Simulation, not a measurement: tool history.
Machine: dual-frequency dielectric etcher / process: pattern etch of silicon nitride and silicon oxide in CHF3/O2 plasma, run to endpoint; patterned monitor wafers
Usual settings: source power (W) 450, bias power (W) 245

run	hour	source power (W)	bias power (W)	wafers since the last listed run	hours since the last wet clean	hours since the last source power generator calibration	hours since the last bias power generator calibration	hours since the last upper electrode change	incoming incoming film thickness, nm	endpoint time (s)
1	0	450	245	0	25.2	1524.8	936.9	2029.8	218.2	152.4
2	77.2	450	245	696	102.4	1602	1014.1	2107	215.4	152.3
3	143.4	450	245	597	168.6	1668.2	1080.3	2173.2	218.8	157.1
4	272.6	450	245	1165	297.8	1797.4	1209.5	2302.4	217.6	155.5
5	317.7	450	245	406	342.9	1842.5	1254.6	2347.5	217.8	153
6	379.2	450	245	554	404.4	1904	1316.1	2409	216.5	150.7
# hour 452.5: wet clean of the chamber
# hour 459.3: bias power generator calibrated
7	459.8	450	223	474	7.3	1984.6	0.5	2489.6	215.7	156.8
8	563.7	450	223	937	111.2	2088.5	104.4	2593.5	215.2	157.2
9	641.5	490	285	701	189	2166.3	182.2	2671.3	214.7	138.9
# hour 715.9: upper electrode replaced
10	741.1	490	209	681	288.6	2265.9	281.8	25.2	215.5	156.3
11	814.3	530	297	660	361.8	2339.1	355	98.4	216	134.6
# hour 951.5: source power generator calibrated
# hour 973.1: wet clean of the chamber
12	1026.3	490	285	1681	53.2	74.8	567	310.4	216.2	140.3
13	1093.1	370	245	602	120	141.6	633.8	377.2	214.9	161
14	1136.7	400	290	393	163.6	185.2	677.4	420.8	215	148
15	1183.5	510	245	422	210.4	232	724.2	467.6	216.4	146
16	1239.4	450	245	504	266.3	287.9	780.1	523.5	216.5	151.7
17	1294.3	340	245	495	321.2	342.8	835	578.4	214.1	166.5
18	1387.8	510	196	843	414.7	436.3	928.5	671.9	218	159.6

What if the next run were any one of these 5? Each begins from the tool's condition after run 18:
A	1388.3	350	245	4	415.2	436.8	929	672.4	215.6	?
B	1388.3	450	294	4	415.2	436.8	929	672.4	215.6	?
C	1388.3	490	187	4	415.2	436.8	929	672.4	215.6	?
D	1388.3	360	245	4	415.2	436.8	929	672.4	215.6	?
E	1388.3	560	293	4	415.2	436.8	929	672.4	215.6	?

run	endpoint time (s)
A	165.5
B	142.4
C	163.6
D	164
E	132.6
Stripped of hidden state, with their random variation kept, the same runs would have yielded:
run	endpoint time (s)
A	165.5
B	142.4
C	163.6
D	164
E	132.6
